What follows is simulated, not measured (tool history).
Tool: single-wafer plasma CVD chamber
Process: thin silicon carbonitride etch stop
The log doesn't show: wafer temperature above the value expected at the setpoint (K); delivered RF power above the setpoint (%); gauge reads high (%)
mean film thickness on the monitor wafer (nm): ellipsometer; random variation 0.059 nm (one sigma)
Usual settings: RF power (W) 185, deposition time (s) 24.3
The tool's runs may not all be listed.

run     day  RF power (W)  deposition time (s)  wafers since the last listed run  hours since the last thermocouple change  hours since the last RF generator calibration  hours since the showerhead was replaced  hours since the gauge calibration  read-back reference wafer on the same gauge, thickness_nm  mean film thickness on the monitor wafer (nm)
  1       0           160                 24.3                                 0                                    2198.3                                          880.2                                   3253.9                              666.4                                                     15.755                                         14.265
  2   1.646           160                 24.3                               715                                    2237.8                                          919.7                                   3293.4                              705.9                                                     15.796                                          14.35
  3    3.95           195                 24.3                              1001                                    2293.1                                            975                                   3348.7                              761.2                                                     15.807                                         14.777
  4   5.771           185                 24.3                               791                                    2336.8                                         1018.7                                   3392.4                              804.9                                                     15.819                                           14.7
  5   9.029           185                 24.3                              1416                                      2415                                         1096.9                                   3470.6                              883.1                                                     15.879                                         14.797
  6  12.679           185                 24.3                              1586                                    2502.6                                         1184.5                                   3558.2                              970.7                                                     15.954                                         14.843
  7  16.454           185                 24.3                              1640                                    2593.2                                         1275.1                                   3648.8                             1061.3                                                     16.018                                         14.915
  8    20.6           185                 24.3                              1802                                    2692.7                                         1374.6                                   3748.3                             1160.8                                                     16.121                                         14.981
      24.65  -- thermocouple changed; heater temperature recalibrated
  9  25.075           185                 24.3                              1800                                      10.2                                           1482                                   3855.7                             1268.2                                                     16.209                                         15.134
 10  27.221           185                 24.3                               932                                      61.7                                         1533.5                                   3907.2                             1319.7                                                     16.282                                           15.2
 11  30.142           155                 24.3                              1269                                     131.8                                         1603.6                                   3977.3                             1389.8                                                     16.332                                         14.814
     31.921  -- gauge calibrated
 12  32.929           185                 21.7                              1211                                     198.7                                         1670.5                                   4044.2                               24.2                                                     15.657                                         13.039
 13  38.229           175                 20.6                              2303                                     325.9                                         1797.7                                   4171.4                              151.4                                                     15.663                                         12.231
     39.371  -- RF generator calibrated
 14    39.8           185                 24.3                               537                                     363.6                                           10.3                                   4209.1                              189.1                                                      15.67                                         14.676
 15  43.079           205                 20.8                              1425                                     442.3                                             89                                   4287.8                              267.8                                                     15.683                                         12.787
 16  45.562           165                 24.3                              1079                                     501.9                                          148.6                                   4347.4                              327.4                                                     15.683                                         14.275
 17  48.529           200                 22.7                              1289                                     573.1                                          219.8                                   4418.6                              398.6                                                     15.711                                         13.948
 18  51.388           175                 24.3                              1242                                     641.7                                          288.4                                   4487.2                              467.2                                                      15.76                                         14.526
 19  54.792           185                 24.3                              1479                                     723.4                                          370.1                                   4568.9                              548.9                                                     15.767                                         14.729
     57.025  -- showerhead replaced
 20  57.246           160                 20.1                               921                                     782.3                                            429                                      5.3                              607.8                                                      15.79                                         11.884
 21  59.112           200                 28.3                               811                                     827.1                                          473.8                                     50.1                              652.6                                                     15.833                                         17.496
 22  62.096           200                 28.5                              1296                                     898.7                                          545.4                                    121.7                              724.2                                                     15.847                                         17.689
 23  65.562           185                 19.6                              1506                                     981.9                                          628.6                                    204.9                              807.4                                                     15.917                                         11.943
 24  68.112           185                 24.3                              1108                                    1043.1                                          689.8                                    266.1                              868.6                                                     15.976                                         14.931
 25  72.375           185                 19.6                              1852                                    1145.4                                          792.1                                    368.4                              970.9                                                     16.024                                         12.118

5 options for the next run, each taken on its own from the tool as it stands now. Forecast them:
  A  72.392           185                 20.8                                 7                                    1145.8                                          792.5                                    368.8                              971.3                                                          ?                                              ?
  B  72.392           170                 28.3                                 7                                    1145.8                                          792.5                                    368.8                              971.3                                                          ?                                              ?
  C  72.392           210                 28.5                                 7                                    1145.8                                          792.5                                    368.8                              971.3                                                          ?                                              ?
  D  72.392           200                 20.5                                 7                                    1145.8                                          792.5                                    368.8                              971.3                                                          ?                                              ?
  E  72.392           210                 28.9                                 7                                    1145.8                                          792.5                                    368.8                              971.3                                                          ?                                              ?

run  read-back reference wafer on the same gauge, thickness_nm  mean film thickness on the monitor wafer (nm)
  A                                                     16.014                                          12.82
  B                                                     16.014                                         17.163
  C                                                     16.014                                         18.015
  D                                                     16.014                                         12.831
  E                                                     16.014                                         18.268
Stripped of hidden state, with their random variation kept, the same runs would have yielded:
run  mean film thickness on the monitor wafer (nm)
  A                                         12.554
  B                                         16.807
  C                                         17.641
  D                                         12.565
  E                                         17.888
